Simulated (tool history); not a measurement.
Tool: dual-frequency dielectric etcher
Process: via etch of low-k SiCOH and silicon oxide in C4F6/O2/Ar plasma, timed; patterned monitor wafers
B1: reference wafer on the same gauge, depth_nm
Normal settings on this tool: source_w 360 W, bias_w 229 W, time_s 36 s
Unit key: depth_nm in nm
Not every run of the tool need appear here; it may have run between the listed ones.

run 1 hour=0 | source_w=360 bias_w=229 time_s=36 | B1=99.3 | depth_nm=91.3
run 2 hour=16.5 | source_w=360 bias_w=229 time_s=36 | B1=99.4 | depth_nm=91.4
run 3 hour=26.6 | source_w=390 bias_w=229 time_s=36 | B1=99.3 | depth_nm=93.6
run 4 hour=40.1 | source_w=380 bias_w=229 time_s=36 | B1=99.4 | depth_nm=92.8
run 5 hour=54.6 | source_w=360 bias_w=229 time_s=36 | B1=99.4 | depth_nm=91.2
run 6 hour=65.8 | source_w=360 bias_w=229 time_s=36 | B1=99.4 | depth_nm=91.1
-- hour=75.2 bias power generator calibrated
run 7 hour=79.5 | source_w=360 bias_w=229 time_s=36 | B1=99.4 | depth_nm=91.2
-- hour=104.8 wet clean of the chamber
run 8 hour=105.3 | source_w=360 bias_w=229 time_s=36 | B1=99.5 | depth_nm=92.7
run 9 hour=105.6 | source_w=360 bias_w=229 time_s=36 | B1=99.3 | depth_nm=92.8
run 10 hour=111.6 | source_w=360 bias_w=229 time_s=36 | B1=99.3 | depth_nm=92.7
-- hour=140.3 upper electrode replaced
run 11 hour=140.8 | source_w=310 bias_w=249 time_s=27.5 | B1=99.4 | depth_nm=69
run 12 hour=142.3 | source_w=360 bias_w=229 time_s=25.5 | B1=99.4 | depth_nm=65.6
run 13 hour=158.5 | source_w=290 bias_w=187 time_s=33 | B1=99.4 | depth_nm=74
-- hour=169.9 source power generator calibrated
run 14 hour=172.9 | source_w=360 bias_w=229 time_s=36 | B1=99.4 | depth_nm=92.4
-- hour=199.8 gauge calibrated
run 15 hour=221.8 | source_w=280 bias_w=185 time_s=46.5 | B1=99.4 | depth_nm=102.6
run 16 hour=229.1 | source_w=390 bias_w=229 time_s=36 | B1=99.4 | depth_nm=94.5
run 17 hour=237.8 | source_w=390 bias_w=229 time_s=27.5 | B1=99.4 | depth_nm=72.3
run 18 hour=260.3 | source_w=360 bias_w=206 time_s=36 | B1=99.4 | depth_nm=89.3
run 19 hour=269.6 | source_w=360 bias_w=229 time_s=36 | B1=99.4 | depth_nm=91.9
run 20 hour=283.4 | source_w=320 bias_w=229 time_s=36 | B1=99.4 | depth_nm=88.5
run 21 hour=289.8 | source_w=360 bias_w=229 time_s=36 | B1=99.4 | depth_nm=92.1
run 22 hour=296.1 | source_w=360 bias_w=229 time_s=36 | B1=99.4 | depth_nm=92.1
run 23 hour=305.2 | source_w=340 bias_w=199 time_s=36 | B1=99.3 | depth_nm=86.4
run 24 hour=322.5 | source_w=340 bias_w=229 time_s=36 | B1=99.4 | depth_nm=90.2
run 25 hour=332.7 | source_w=390 bias_w=203 time_s=36 | B1=99.5 | depth_nm=90.8
run 26 hour=338.9 | source_w=310 bias_w=181 time_s=26.5 | B1=99.3 | depth_nm=59.7
run 27 hour=351.5 | source_w=410 bias_w=209 time_s=36 | B1=99.4 | depth_nm=93
run 28 hour=366.6 | source_w=320 bias_w=205 time_s=46 | B1=99.4 | depth_nm=108.4
run 29 hour=372.9 | source_w=360 bias_w=229 time_s=36 | B1=99.4 | depth_nm=91.5
run 30 hour=387.5 | source_w=390 bias_w=229 time_s=40.5 | B1=99.4 | depth_nm=106
run 31 hour=399.2 | source_w=290 bias_w=259 time_s=28 | B1=99.4 | depth_nm=68.7

Hidden state, per run?
source power that arrives over what is set, %: 0 in every run
bias power that arrives over what is set, %: 0 in every run
gauge reads high (%): 0 in every run
H1: etch rate over this chamber's usual, %
run=1 H1=-1.35
run=2 H1=-1.42
run=3 H1=-1.46
run=4 H1=-1.51
run=5 H1=-1.57
run=6 H1=-1.62
run=7 H1=-1.67
run=8 H1=0.067
run=9 H1=0.0658
run=10 H1=0.0417
run=11 H1=-0.0757
run=12 H1=-0.0817
run=13 H1=-0.147
run=14 H1=-0.205
run=15 H1=-0.401
run=16 H1=-0.431
run=17 H1=-0.466
run=18 H1=-0.556
run=19 H1=-0.593
run=20 H1=-0.649
run=21 H1=-0.675
run=22 H1=-0.7
run=23 H1=-0.737
run=24 H1=-0.806
run=25 H1=-0.847
run=26 H1=-0.872
run=27 H1=-0.923
run=28 H1=-0.983
run=29 H1=-1.01
run=30 H1=-1.07
run=31 H1=-1.11
